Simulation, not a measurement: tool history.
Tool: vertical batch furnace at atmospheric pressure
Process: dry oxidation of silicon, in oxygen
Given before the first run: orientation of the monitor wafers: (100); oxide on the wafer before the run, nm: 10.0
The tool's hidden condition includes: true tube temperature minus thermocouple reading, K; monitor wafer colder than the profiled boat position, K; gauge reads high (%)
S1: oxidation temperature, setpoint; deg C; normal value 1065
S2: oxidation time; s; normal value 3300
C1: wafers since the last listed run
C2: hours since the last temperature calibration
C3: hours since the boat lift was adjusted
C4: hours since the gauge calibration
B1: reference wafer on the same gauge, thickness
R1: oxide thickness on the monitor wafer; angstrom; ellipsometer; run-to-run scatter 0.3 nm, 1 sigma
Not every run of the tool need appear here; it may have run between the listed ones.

{"run": 1, "day": 0.0, "S1": 1065, "S2": 3300, "C1": 0, "C2": 1794.5, "C3": 4121.9, "C4": 64.7, "B1": 94.6, "R1": 871.4}
{"run": 2, "day": 3.171, "S1": 1065, "S2": 3300, "C1": 1133, "C2": 1870.6, "C3": 4198, "C4": 140.8, "B1": 94.55, "R1": 876.6}
{"run": 3, "day": 5.217, "S1": 1065, "S2": 3300, "C1": 731, "C2": 1919.7, "C3": 4247.1, "C4": 189.9, "B1": 94.6, "R1": 870.7}
{"run": 4, "day": 8.667, "S1": 1073, "S2": 4470, "C1": 1233, "C2": 2002.5, "C3": 4329.9, "C4": 272.7, "B1": 94.62, "R1": 1118.9}
{"run": 5, "day": 11.379, "S1": 1073, "S2": 4470, "C1": 969, "C2": 2067.6, "C3": 4395, "C4": 337.8, "B1": 94.54, "R1": 1119.2}
{"run": 6, "day": 14.733, "S1": 1065, "S2": 3300, "C1": 1199, "C2": 2148.1, "C3": 4475.5, "C4": 418.3, "B1": 94.59, "R1": 879.8}
{"run": 7, "day": 16.321, "S1": 1065, "S2": 3300, "C1": 567, "C2": 2186.2, "C3": 4513.6, "C4": 456.4, "B1": 94.62, "R1": 878.1}
{"run": 8, "day": 20.183, "S1": 1065, "S2": 3300, "C1": 1380, "C2": 2278.9, "C3": 4606.3, "C4": 549.1, "B1": 94.63, "R1": 878.3}
{"run": 9, "day": 23.9, "S1": 1065, "S2": 2190, "C1": 1328, "C2": 2368.1, "C3": 4695.5, "C4": 638.3, "B1": 94.67, "R1": 685.6}
{"run": 10, "day": 27.117, "S1": 1065, "S2": 2070, "C1": 1149, "C2": 2445.3, "C3": 4772.7, "C4": 715.5, "B1": 94.59, "R1": 668.1}
{"run": 11, "day": 29.558, "S1": 1065, "S2": 2070, "C1": 872, "C2": 2503.9, "C3": 4831.3, "C4": 774.1, "B1": 94.58, "R1": 668.8}
{"day": 32.808, "done": "boat lift adjusted"}
{"run": 12, "day": 32.829, "S1": 1065, "S2": 3300, "C1": 811, "C2": 2582.4, "C3": 0.5, "C4": 852.6, "B1": 94.61, "R1": 886}
{"day": 34.996, "done": "thermocouples replaced and temperature profile calibrated"}
{"run": 13, "day": 35.012, "S1": 1065, "S2": 3300, "C1": 423, "C2": 0.4, "C3": 52.9, "C4": 905, "B1": 94.57, "R1": 897.4}
{"run": 14, "day": 38.679, "S1": 1065, "S2": 3300, "C1": 1310, "C2": 88.4, "C3": 140.9, "C4": 993, "B1": 94.58, "R1": 905.6}
{"run": 15, "day": 40.733, "S1": 1042, "S2": 3990, "C1": 734, "C2": 137.7, "C3": 190.2, "C4": 1042.3, "B1": 94.61, "R1": 843.7}
{"run": 16, "day": 43.554, "S1": 1065, "S2": 2640, "C1": 1008, "C2": 205.4, "C3": 257.9, "C4": 1110, "B1": 94.62, "R1": 790.2}
{"day": 43.971, "done": "gauge calibrated"}
{"day": 47.525, "done": "thermocouples replaced and temperature profile calibrated, repeated, since the last time left the tool worse"}
{"run": 17, "day": 47.546, "S1": 1089, "S2": 3780, "C1": 1069, "C2": 0.5, "C3": 353.7, "C4": 85.8, "B1": 94.53, "R1": 1114.8}
{"run": 18, "day": 49.329, "S1": 1065, "S2": 4860, "C1": 637, "C2": 43.3, "C3": 396.5, "C4": 128.6, "B1": 94.58, "R1": 1088.7}
{"run": 19, "day": 53.038, "S1": 1087, "S2": 3300, "C1": 1325, "C2": 132.3, "C3": 485.5, "C4": 217.6, "B1": 94.58, "R1": 1006.1}
{"run": 20, "day": 55.8, "S1": 1065, "S2": 3300, "C1": 987, "C2": 198.6, "C3": 551.8, "C4": 283.9, "B1": 94.66, "R1": 865.3}
{"run": 21, "day": 60.071, "S1": 1065, "S2": 3300, "C1": 1526, "C2": 301.1, "C3": 654.3, "C4": 386.4, "B1": 94.59, "R1": 859.3}
{"run": 22, "day": 63.567, "S1": 1047, "S2": 2100, "C1": 1249, "C2": 385, "C3": 738.2, "C4": 470.3, "B1": 94.69, "R1": 569.8}
{"run": 23, "day": 67.025, "S1": 1065, "S2": 3300, "C1": 1236, "C2": 468, "C3": 821.2, "C4": 553.3, "B1": 94.65, "R1": 858.4}
{"run": 24, "day": 69.596, "S1": 1065, "S2": 1860, "C1": 919, "C2": 529.7, "C3": 882.9, "C4": 615, "B1": 94.58, "R1": 609.2}
{"run": 25, "day": 72.946, "S1": 1052, "S2": 4710, "C1": 1197, "C2": 610.1, "C3": 963.3, "C4": 695.4, "B1": 94.62, "R1": 962.3}
{"run": 26, "day": 75.954, "S1": 1065, "S2": 1860, "C1": 1075, "C2": 682.3, "C3": 1035.5, "C4": 767.6, "B1": 94.56, "R1": 608.1}
{"run": 27, "day": 77.696, "S1": 1065, "S2": 3300, "C1": 622, "C2": 724.1, "C3": 1077.3, "C4": 809.4, "B1": 94.62, "R1": 860.1}
{"run": 28, "day": 79.738, "S1": 1079, "S2": 3300, "C1": 729, "C2": 773.1, "C3": 1126.3, "C4": 858.4, "B1": 94.64, "R1": 954.4}
{"run": 29, "day": 82.221, "S1": 1040, "S2": 2610, "C1": 887, "C2": 832.7, "C3": 1185.9, "C4": 918, "B1": 94.56, "R1": 607.7}

Alternative continuations, all from the tool just after run 29; predict every row:
{"run": "A", "day": 82.458, "S1": 1065, "S2": 4920, "C1": 84, "C2": 838.4, "C3": 1191.6, "C4": 923.7, "B1": "?", "R1": "?"}
{"run": "B", "day": 82.458, "S1": 1065, "S2": 2220, "C1": 84, "C2": 838.4, "C3": 1191.6, "C4": 923.7, "B1": "?", "R1": "?"}
{"run": "C", "day": 82.458, "S1": 1076, "S2": 4950, "C1": 84, "C2": 838.4, "C3": 1191.6, "C4": 923.7, "B1": "?", "R1": "?"}

run=A B1=94.59 R1=1106.9
run=B B1=94.59 R1=680.4
run=C B1=94.59 R1=1206
The same runs, with their run-to-run variation unchanged, on a tool lacking any hidden condition would have given:
run=A R1=1102.9
run=B R1=677.9
run=C R1=1201.8

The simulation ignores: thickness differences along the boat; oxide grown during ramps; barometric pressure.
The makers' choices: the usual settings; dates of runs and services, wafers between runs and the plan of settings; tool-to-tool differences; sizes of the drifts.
